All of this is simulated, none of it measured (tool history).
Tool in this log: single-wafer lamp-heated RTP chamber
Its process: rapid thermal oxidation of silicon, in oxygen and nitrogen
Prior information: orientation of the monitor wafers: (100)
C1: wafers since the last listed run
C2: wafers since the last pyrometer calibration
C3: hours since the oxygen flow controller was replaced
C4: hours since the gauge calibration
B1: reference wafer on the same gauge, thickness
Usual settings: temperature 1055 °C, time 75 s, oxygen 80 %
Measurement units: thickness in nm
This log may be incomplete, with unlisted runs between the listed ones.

Run 1, hour 0: usual settings; C1 0; C2 1790; C3 2131.8; C4 1089.9; B1 8.452. Result: thickness 8.498 nm.
Run 2, hour 65.3: usual settings; C1 572; C2 2362; C3 2197.1; C4 1155.2; B1 8.461. Result: thickness 8.473 nm.
Run 3, hour 225.8: usual settings; C1 1407; C2 3769; C3 2357.6; C4 1315.7; B1 8.461. Result: thickness 8.619 nm.
At hour 281.9: pyrometer window cleaned and pyrometer calibrated.
Run 4, hour 282.4: usual settings but time 64 s, oxygen 98 %; C1 426; C2 4; C3 2414.2; C4 1372.3; B1 8.455. Result: thickness 8.498 nm.
Run 5, hour 306.4: usual settings but time 64 s, oxygen 98 %; C1 210; C2 215; C3 2438.2; C4 1396.3; B1 8.445. Result: thickness 8.489 nm.
Run 6, hour 372.1: usual settings but time 64 s, oxygen 98 %; C1 576; C2 791; C3 2503.9; C4 1462; B1 8.464. Result: thickness 8.435 nm.
Run 7, hour 412.7: usual settings but time 89 s; C1 355; C2 1147; C3 2544.5; C4 1502.6; B1 8.454. Result: thickness 9.155 nm.
Run 8, hour 455.9: usual settings but time 89 s; C1 378; C2 1526; C3 2587.7; C4 1545.8; B1 8.465. Result: thickness 9.118 nm.
Run 9, hour 481.9: usual settings but time 89 s; C1 227; C2 1754; C3 2613.7; C4 1571.8; B1 8.449. Result: thickness 9.154 nm.
Run 10, hour 534.1: usual settings; C1 457; C2 2211; C3 2665.9; C4 1624; B1 8.457. Result: thickness 8.512 nm.
Run 11, hour 558.8: usual settings; C1 216; C2 2428; C3 2690.6; C4 1648.7; B1 8.45. Result: thickness 8.498 nm.
Run 12, hour 588.9: usual settings; C1 263; C2 2692; C3 2720.7; C4 1678.8; B1 8.46. Result: thickness 8.559 nm.
Run 13, hour 655.9: usual settings; C1 587; C2 3279; C3 2787.7; C4 1745.8; B1 8.46. Result: thickness 8.603 nm.
At hour 727.5: pyrometer window cleaned and pyrometer calibrated.
Run 14, hour 728: usual settings; C1 562; C2 3; C3 2859.8; C4 1817.9; B1 8.451. Result: thickness 8.365 nm.
Run 15, hour 791.8: usual settings; C1 559; C2 563; C3 2923.6; C4 1881.7; B1 8.46. Result: thickness 8.399 nm.
Run 16, hour 859.1: usual settings; C1 590; C2 1153; C3 2990.9; C4 1949; B1 8.472. Result: thickness 8.516 nm.
Run 17, hour 937.1: usual settings but oxygen 89 %; C1 683; C2 1837; C3 3068.9; C4 2027; B1 8.452. Result: thickness 8.772 nm.
Run 18, hour 976.6: usual settings but temperature 1075 °C, oxygen 98 %; C1 346; C2 2183; C3 3108.4; C4 2066.5; B1 8.456. Result: thickness 10.428 nm.
Run 19, hour 1003: usual settings; C1 231; C2 2415; C3 3134.8; C4 2092.9; B1 8.459. Result: thickness 8.478 nm.
Run 20, hour 1074.3: usual settings but temperature 1073 °C, oxygen 98 %; C1 625; C2 3040; C3 3206.1; C4 2164.2; B1 8.463. Result: thickness 10.497 nm.
Run 21, hour 1133.7: usual settings; C1 520; C2 3561; C3 3265.5; C4 2223.6; B1 8.464. Result: thickness 8.643 nm.
At hour 1151.3: gauge calibrated.
At hour 1201.8: pyrometer window cleaned and pyrometer calibrated.
Run 22, hour 1202.3: usual settings but temperature 1031 °C, oxygen 57 %; C1 531; C2 4; C3 3334.1; C4 51; B1 8.453. Result: thickness 6.256 nm.
Run 23, hour 1235.1: usual settings but time 46 s, oxygen 89 %; C1 287; C2 292; C3 3366.9; C4 83.8; B1 8.451. Result: thickness 7.056 nm.
Run 24, hour 1296.7: usual settings but temperature 1067 °C, time 40 s, oxygen 98 %; C1 540; C2 832; C3 3428.5; C4 145.4; B1 8.45. Result: thickness 7.417 nm.
Run 25, hour 1338.4: usual settings but temperature 1074 °C, oxygen 54 %; C1 365; C2 1197; C3 3470.2; C4 187.1; B1 8.473. Result: thickness 8.328 nm.
Run 26, hour 1369: usual settings; C1 268; C2 1466; C3 3500.8; C4 217.7; B1 8.461. Result: thickness 8.522 nm.
At hour 1442: oxygen flow controller replaced.
Run 27, hour 1442.5: usual settings but oxygen 98 %; C1 574; C2 2040; C3 0.5; C4 291.2; B1 8.462. Result: thickness 9.101 nm.
Run 28, hour 1484.6: usual settings; C1 369; C2 2409; C3 42.6; C4 333.3; B1 8.444. Result: thickness 8.485 nm.
Run 29, hour 1538.3: usual settings but time 104 s, oxygen 98 %; C1 470; C2 2880; C3 96.3; C4 387; B1 8.453. Result: thickness 10.65 nm.
Run 30, hour 1608.7: usual settings; C1 617; C2 3497; C3 166.7; C4 457.4; B1 8.447. Result: thickness 8.59 nm.
Run 31, hour 1637.5: usual settings but temperature 1045 °C, time 105 s, oxygen 56 %; C1 252; C2 3750; C3 195.5; C4 486.2; B1 8.474. Result: thickness 8.341 nm.
At hour 1658.5: pyrometer window cleaned and pyrometer calibrated.
Run 32, hour 1680.4: usual settings but temperature 1071 °C; C1 306; C2 192; C3 238.4; C4 529.1; B1 8.462. Result: thickness 9.294 nm.
Run 33, hour 1717.6: usual settings but temperature 1026 °C, time 48 s; C1 326; C2 518; C3 275.6; C4 566.3; B1 8.466. Result: thickness 5.643 nm.
Run 34, hour 1787: usual settings but time 53 s; C1 608; C2 1126; C3 345; C4 635.7; B1 8.466. Result: thickness 7.183 nm.
Run 35, hour 1836.3: usual settings but temperature 1083 °C, time 88 s, oxygen 96 %; C1 432; C2 1559; C3 394.3; C4 685; B1 8.462. Result: thickness 11.629 nm.
Run 36, hour 1866.5: usual settings but temperature 1028 °C, oxygen 54 %; C1 264; C2 1824; C3 424.5; C4 715.2; B1 8.466. Result: thickness 6.09 nm.
Run 37, hour 1930: usual settings; C1 556; C2 2380; C3 488; C4 778.7; B1 8.461. Result: thickness 8.444 nm.
Run 38, hour 1994.8: usual settings; C1 568; C2 2949; C3 552.8; C4 843.5; B1 8.458. Result: thickness 8.524 nm.
Run 39, hour 2022.5: usual settings; C1 242; C2 3191; C3 580.5; C4 871.2; B1 8.462. Result: thickness 8.567 nm.

Alternative continuations, all from the tool just after run 39; predict every row:
Run A, hour 2023: usual settings but temperature 1040 °C; C1 4; C2 3196; C3 581; C4 871.7; B1 ?. Result: thickness ?.
Run B, hour 2023: usual settings but time 62 s, oxygen 98 %; C1 4; C2 3196; C3 581; C4 871.7; B1 ?. Result: thickness ?.
Run C, hour 2023: usual settings but temperature 1029 °C, time 89 s; C1 4; C2 3196; C3 581; C4 871.7; B1 ?. Result: thickness ?.

run     B1  thickness
  A  8.469      7.654
  B  8.469      8.376
  C  8.469      7.656
Stripped of hidden state, with their random variation kept, the same runs would have yielded:
run  thickness
  A      7.491
  B      8.201
  C       7.49

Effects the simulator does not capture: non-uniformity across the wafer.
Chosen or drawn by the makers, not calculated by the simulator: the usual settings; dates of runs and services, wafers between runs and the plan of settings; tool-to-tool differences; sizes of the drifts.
